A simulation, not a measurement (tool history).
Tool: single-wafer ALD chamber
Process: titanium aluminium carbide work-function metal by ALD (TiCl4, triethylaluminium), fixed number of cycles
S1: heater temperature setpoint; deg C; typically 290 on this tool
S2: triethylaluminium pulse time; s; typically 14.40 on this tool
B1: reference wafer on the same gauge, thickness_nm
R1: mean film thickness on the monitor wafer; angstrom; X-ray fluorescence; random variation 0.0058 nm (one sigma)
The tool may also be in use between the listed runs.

{"run": 1, "hour": 0.0, "S1": 290, "S2": 10.47, "B1": 2.288, "R1": 21.38}
{"run": 2, "hour": 39.5, "S1": 290, "S2": 10.47, "B1": 2.286, "R1": 21.23}
{"run": 3, "hour": 94.8, "S1": 290, "S2": 15.67, "B1": 2.285, "R1": 21.77}
{"hour": 130.7, "done": "gauge calibrated"}
{"run": 4, "hour": 138.5, "S1": 290, "S2": 14.4, "B1": 2.229, "R1": 21.23}
{"run": 5, "hour": 216.7, "S1": 290, "S2": 14.4, "B1": 2.242, "R1": 21.32}
{"run": 6, "hour": 304.3, "S1": 290, "S2": 14.4, "B1": 2.251, "R1": 21.42}
{"run": 7, "hour": 394.9, "S1": 290, "S2": 14.4, "B1": 2.261, "R1": 21.49}
{"run": 8, "hour": 494.4, "S1": 290, "S2": 14.4, "B1": 2.267, "R1": 21.61}
{"hour": 530.7, "done": "triethylaluminium bottle replaced"}
{"run": 9, "hour": 601.8, "S1": 290, "S2": 14.4, "B1": 2.275, "R1": 21.69}
{"run": 10, "hour": 653.3, "S1": 290, "S2": 14.4, "B1": 2.275, "R1": 21.76}
{"run": 11, "hour": 723.4, "S1": 290, "S2": 10.0, "B1": 2.279, "R1": 21.18}
{"run": 12, "hour": 790.3, "S1": 282, "S2": 14.4, "B1": 2.281, "R1": 21.02}
{"run": 13, "hour": 917.5, "S1": 279, "S2": 12.9, "B1": 2.285, "R1": 20.79}
{"run": 14, "hour": 955.2, "S1": 290, "S2": 14.4, "B1": 2.286, "R1": 21.79}
{"hour": 1035.0, "done": "showerhead replaced"}
{"run": 15, "hour": 1035.5, "S1": 279, "S2": 17.47, "B1": 2.285, "R1": 20.89}
{"run": 16, "hour": 1093.5, "S1": 290, "S2": 11.67, "B1": 2.287, "R1": 21.61}
{"run": 17, "hour": 1164.7, "S1": 285, "S2": 16.42, "B1": 2.291, "R1": 21.46}
{"run": 18, "hour": 1233.3, "S1": 290, "S2": 12.56, "B1": 2.289, "R1": 21.7}
{"hour": 1288.9, "done": "gauge calibrated"}
{"run": 19, "hour": 1315.0, "S1": 290, "S2": 14.4, "B1": 2.235, "R1": 21.33}
{"hour": 1343.3, "done": "thermocouple changed; heater temperature recalibrated"}
{"run": 20, "hour": 1373.9, "S1": 277, "S2": 10.22, "B1": 2.245, "R1": 19.86}
{"run": 21, "hour": 1418.7, "S1": 302, "S2": 16.91, "B1": 2.248, "R1": 22.61}
{"hour": 1474.8, "done": "triethylaluminium bottle replaced"}
{"run": 22, "hour": 1490.3, "S1": 303, "S2": 16.94, "B1": 2.258, "R1": 22.68}
{"run": 23, "hour": 1573.5, "S1": 276, "S2": 14.4, "B1": 2.268, "R1": 20.44}
{"run": 24, "hour": 1634.7, "S1": 290, "S2": 14.4, "B1": 2.269, "R1": 21.7}
{"run": 25, "hour": 1737.0, "S1": 276, "S2": 14.4, "B1": 2.274, "R1": 20.51}

Below are 5 alternative next runs, each starting from the tool's condition after run 25. Predict each:
{"run": "A", "hour": 1737.4, "S1": 290, "S2": 16.03, "B1": "?", "R1": "?"}
{"run": "B", "hour": 1737.4, "S1": 279, "S2": 9.42, "B1": "?", "R1": "?"}
{"run": "C", "hour": 1737.4, "S1": 278, "S2": 17.52, "B1": "?", "R1": "?"}
{"run": "D", "hour": 1737.4, "S1": 304, "S2": 8.99, "B1": "?", "R1": "?"}
{"run": "E", "hour": 1737.4, "S1": 285, "S2": 16.68, "B1": "?", "R1": "?"}

run=A B1=2.279 R1=21.76
run=B B1=2.279 R1=20.09
run=C B1=2.279 R1=20.76
run=D B1=2.279 R1=22.03
run=E B1=2.279 R1=21.34
With the hidden condition removed and each run's random variation left untouched, the same runs would have given:
run=A R1=21.31
run=B R1=19.68
run=C R1=20.34
run=D R1=21.58
run=E R1=20.91
